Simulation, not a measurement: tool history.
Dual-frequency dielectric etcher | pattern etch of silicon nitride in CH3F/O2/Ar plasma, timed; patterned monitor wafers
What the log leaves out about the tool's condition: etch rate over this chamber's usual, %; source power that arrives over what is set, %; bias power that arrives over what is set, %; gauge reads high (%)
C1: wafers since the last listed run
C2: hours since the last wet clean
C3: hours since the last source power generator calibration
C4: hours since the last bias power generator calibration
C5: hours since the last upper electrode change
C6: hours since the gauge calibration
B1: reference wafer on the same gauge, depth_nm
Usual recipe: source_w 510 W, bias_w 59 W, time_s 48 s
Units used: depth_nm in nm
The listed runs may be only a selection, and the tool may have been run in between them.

run 1 day=0 | source_w=510 bias_w=59 time_s=48 | C1=0 C2=138.5 C3=3767.5 C4=1831.9 C5=1051.7 C6=136.4 | B1=34.48 | depth_nm=34.6
run 2 day=1.988 | source_w=510 bias_w=59 time_s=48 | C1=836 C2=186.2 C3=3815.2 C4=1879.6 C5=1099.4 C6=184.1 | B1=34.47 | depth_nm=34.28
run 3 day=4.271 | source_w=510 bias_w=59 time_s=48 | C1=960 C2=241 C3=3870 C4=1934.4 C5=1154.2 C6=238.9 | B1=34.49 | depth_nm=34.53
run 4 day=6.121 | source_w=510 bias_w=59 time_s=48 | C1=778 C2=285.4 C3=3914.4 C4=1978.8 C5=1198.6 C6=283.3 | B1=34.48 | depth_nm=34.19
run 5 day=8.954 | source_w=510 bias_w=59 time_s=48 | C1=1192 C2=353.4 C3=3982.4 C4=2046.8 C5=1266.6 C6=351.3 | B1=34.5 | depth_nm=34.01
run 6 day=12.817 | source_w=610 bias_w=59 time_s=48 | C1=1625 C2=446.1 C3=4075.1 C4=2139.5 C5=1359.3 C6=444 | B1=34.53 | depth_nm=36.03
run 7 day=17.221 | source_w=510 bias_w=66 time_s=48 | C1=1853 C2=551.8 C3=4180.8 C4=2245.2 C5=1465 C6=549.7 | B1=34.53 | depth_nm=35.4
-- day=20.9 wet clean of the chamber
run 8 day=20.921 | source_w=510 bias_w=66 time_s=48 | C1=1136 C2=0.5 C3=4269.6 C4=2334 C5=1553.8 C6=638.5 | B1=34.51 | depth_nm=36.1
run 9 day=23.375 | source_w=510 bias_w=66 time_s=48 | C1=1032 C2=59.4 C3=4328.5 C4=2392.9 C5=1612.7 C6=697.4 | B1=34.54 | depth_nm=36.33
-- day=26.275 source power generator calibrated
-- day=27.279 bias power generator calibrated
run 10 day=34.492 | source_w=510 bias_w=59 time_s=48 | C1=4537 C2=326.2 C3=197.2 C4=173.1 C5=1879.5 C6=964.2 | B1=34.49 | depth_nm=33.16
run 11 day=36.154 | source_w=510 bias_w=59 time_s=48 | C1=699 C2=366.1 C3=237.1 C4=213 C5=1919.4 C6=1004.1 | B1=34.53 | depth_nm=33.2
run 12 day=38.4 | source_w=510 bias_w=59 time_s=48 | C1=944 C2=420 C3=291 C4=266.9 C5=1973.3 C6=1058 | B1=34.48 | depth_nm=33.22
run 13 day=41.229 | source_w=510 bias_w=65 time_s=42 | C1=1190 C2=487.9 C3=358.9 C4=334.8 C5=2041.2 C6=1125.9 | B1=34.46 | depth_nm=30.44
-- day=45.95 upper electrode replaced
run 14 day=45.971 | source_w=510 bias_w=59 time_s=48 | C1=1574 C2=601.7 C3=472.7 C4=448.6 C5=0.5 C6=1239.7 | B1=34.52 | depth_nm=32.78
-- day=46.754 gauge calibrated
-- day=48.2 wet clean of the chamber
run 15 day=49.654 | source_w=510 bias_w=59 time_s=48 | C1=1129 C2=34.9 C3=561.1 C4=537 C5=88.9 C6=69.6 | B1=34.5 | depth_nm=35.24
run 16 day=51.738 | source_w=620 bias_w=53 time_s=41.5 | C1=876 C2=84.9 C3=611.1 C4=587 C5=138.9 C6=119.6 | B1=34.46 | depth_nm=30.28
run 17 day=53.688 | source_w=470 bias_w=48 time_s=48 | C1=820 C2=131.7 C3=657.9 C4=633.8 C5=185.7 C6=166.4 | B1=34.45 | depth_nm=30.31
run 18 day=57.312 | source_w=510 bias_w=59 time_s=48 | C1=1525 C2=218.7 C3=744.9 C4=720.8 C5=272.7 C6=253.4 | B1=34.44 | depth_nm=34.6
run 19 day=60.842 | source_w=550 bias_w=59 time_s=48 | C1=1484 C2=303.4 C3=829.6 C4=805.5 C5=357.4 C6=338.1 | B1=34.54 | depth_nm=34.91
run 20 day=63.854 | source_w=510 bias_w=59 time_s=48 | C1=1267 C2=375.7 C3=901.9 C4=877.8 C5=429.7 C6=410.4 | B1=34.52 | depth_nm=33.78
run 21 day=67.075 | source_w=390 bias_w=66 time_s=48 | C1=1355 C2=453 C3=979.2 C4=955.1 C5=507 C6=487.7 | B1=34.46 | depth_nm=32.96
run 22 day=69.104 | source_w=510 bias_w=50 time_s=48 | C1=853 C2=501.7 C3=1027.9 C4=1003.8 C5=555.7 C6=536.4 | B1=34.48 | depth_nm=30.75
-- day=70.262 wet clean of the chamber
run 23 day=70.7 | source_w=510 bias_w=52 time_s=48 | C1=250 C2=10.5 C3=1066.2 C4=1042.1 C5=594 C6=574.7 | B1=34.51 | depth_nm=32.73
run 24 day=74.879 | source_w=510 bias_w=59 time_s=48 | C1=1758 C2=110.8 C3=1166.5 C4=1142.4 C5=694.3 C6=675 | B1=34.5 | depth_nm=34.44
run 25 day=78.475 | source_w=510 bias_w=70 time_s=48 | C1=1512 C2=197.1 C3=1252.8 C4=1228.7 C5=780.6 C6=761.3 | B1=34.49 | depth_nm=37.53

Predict each of these 3 candidate next runs independently; none follows another, all start after run 25:
run A day=78.492 | source_w=510 bias_w=59 time_s=48 | C1=7 C2=197.5 C3=1253.2 C4=1229.1 C5=781 C6=761.7 | B1=? | depth_nm=?
run B day=78.492 | source_w=440 bias_w=59 time_s=61.5 | C1=7 C2=197.5 C3=1253.2 C4=1229.1 C5=781 C6=761.7 | B1=? | depth_nm=?
run C day=78.492 | source_w=380 bias_w=49 time_s=61.5 | C1=7 C2=197.5 C3=1253.2 C4=1229.1 C5=781 C6=761.7 | B1=? | depth_nm=?

run=A B1=34.51 depth_nm=34.17
run=B B1=34.51 depth_nm=41.75
run=C B1=34.51 depth_nm=36.12
Stripped of hidden state, with their random variation kept, the same runs would have yielded:
run=A depth_nm=34.73
run=B depth_nm=42.44
run=C depth_nm=36.71
